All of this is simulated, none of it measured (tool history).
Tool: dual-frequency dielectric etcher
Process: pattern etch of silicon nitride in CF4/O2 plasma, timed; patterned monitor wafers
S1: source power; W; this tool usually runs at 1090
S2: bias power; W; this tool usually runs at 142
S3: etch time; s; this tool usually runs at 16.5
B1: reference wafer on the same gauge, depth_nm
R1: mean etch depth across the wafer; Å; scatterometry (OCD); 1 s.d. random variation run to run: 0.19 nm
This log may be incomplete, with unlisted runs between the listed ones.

run 1 hour=0.0 | S1=1010 S2=142 S3=16.5 | B1=69.8 | R1=566
run 2 hour=33.3 | S1=1010 S2=142 S3=16.5 | B1=69.8 | R1=568
run 3 hour=58.6 | S1=1090 S2=142 S3=16.5 | B1=69.9 | R1=607
run 4 hour=85.0 | S1=1090 S2=142 S3=14.5 | B1=69.9 | R1=534
run 5 hour=97.5 | S1=1090 S2=142 S3=14.5 | B1=69.9 | R1=535
run 6 hour=157.0 | S1=1090 S2=142 S3=14.5 | B1=70.1 | R1=537
run 7 hour=175.0 | S1=1000 S2=142 S3=16.5 | B1=70.2 | R1=567
-- hour=191.3 source power generator calibrated
run 8 hour=193.5 | S1=1000 S2=142 S3=16.5 | B1=70.2 | R1=570
run 9 hour=210.2 | S1=1000 S2=142 S3=16.5 | B1=70.3 | R1=571
run 10 hour=236.5 | S1=1090 S2=142 S3=16.5 | B1=70.4 | R1=612
-- hour=293.3 gauge calibrated
-- hour=323.9 wet clean of the chamber
-- hour=326.6 upper electrode replaced
run 11 hour=343.8 | S1=1090 S2=142 S3=16.5 | B1=69.8 | R1=607
run 12 hour=377.1 | S1=1090 S2=142 S3=16.5 | B1=69.9 | R1=608
run 13 hour=412.6 | S1=1270 S2=153 S3=16.5 | B1=69.9 | R1=711
-- hour=417.1 bias power generator calibrated
run 14 hour=424.8 | S1=880 S2=153 S3=19.0 | B1=69.9 | R1=598
run 15 hour=446.6 | S1=1090 S2=142 S3=12.5 | B1=69.9 | R1=458
run 16 hour=476.9 | S1=1090 S2=129 S3=16.5 | B1=70.0 | R1=591
run 17 hour=498.4 | S1=1280 S2=115 S3=13.0 | B1=70.0 | R1=513
run 18 hour=510.8 | S1=880 S2=153 S3=19.0 | B1=70.1 | R1=601
run 19 hour=540.5 | S1=1090 S2=142 S3=16.5 | B1=70.2 | R1=611
run 20 hour=566.3 | S1=1280 S2=177 S3=18.5 | B1=70.2 | R1=850

5 options for the next run, each taken on its own from the tool as it stands now. Forecast them:
run A hour=566.7 | S1=1090 S2=142 S3=16.5 | B1=? | R1=?
run B hour=566.7 | S1=1090 S2=152 S3=16.5 | B1=? | R1=?
run C hour=566.7 | S1=1230 S2=142 S3=16.5 | B1=? | R1=?
run D hour=566.7 | S1=1090 S2=142 S3=19.5 | B1=? | R1=?
run E hour=566.7 | S1=1090 S2=133 S3=20.0 | B1=? | R1=?

run=A B1=70.3 R1=609
run=B B1=70.3 R1=624
run=C B1=70.3 R1=676
run=D B1=70.3 R1=720
run=E B1=70.3 R1=721
Without the tool's hidden state the same runs would have given:
run=A R1=604
run=B R1=619
run=C R1=670
run=D R1=714
run=E R1=716
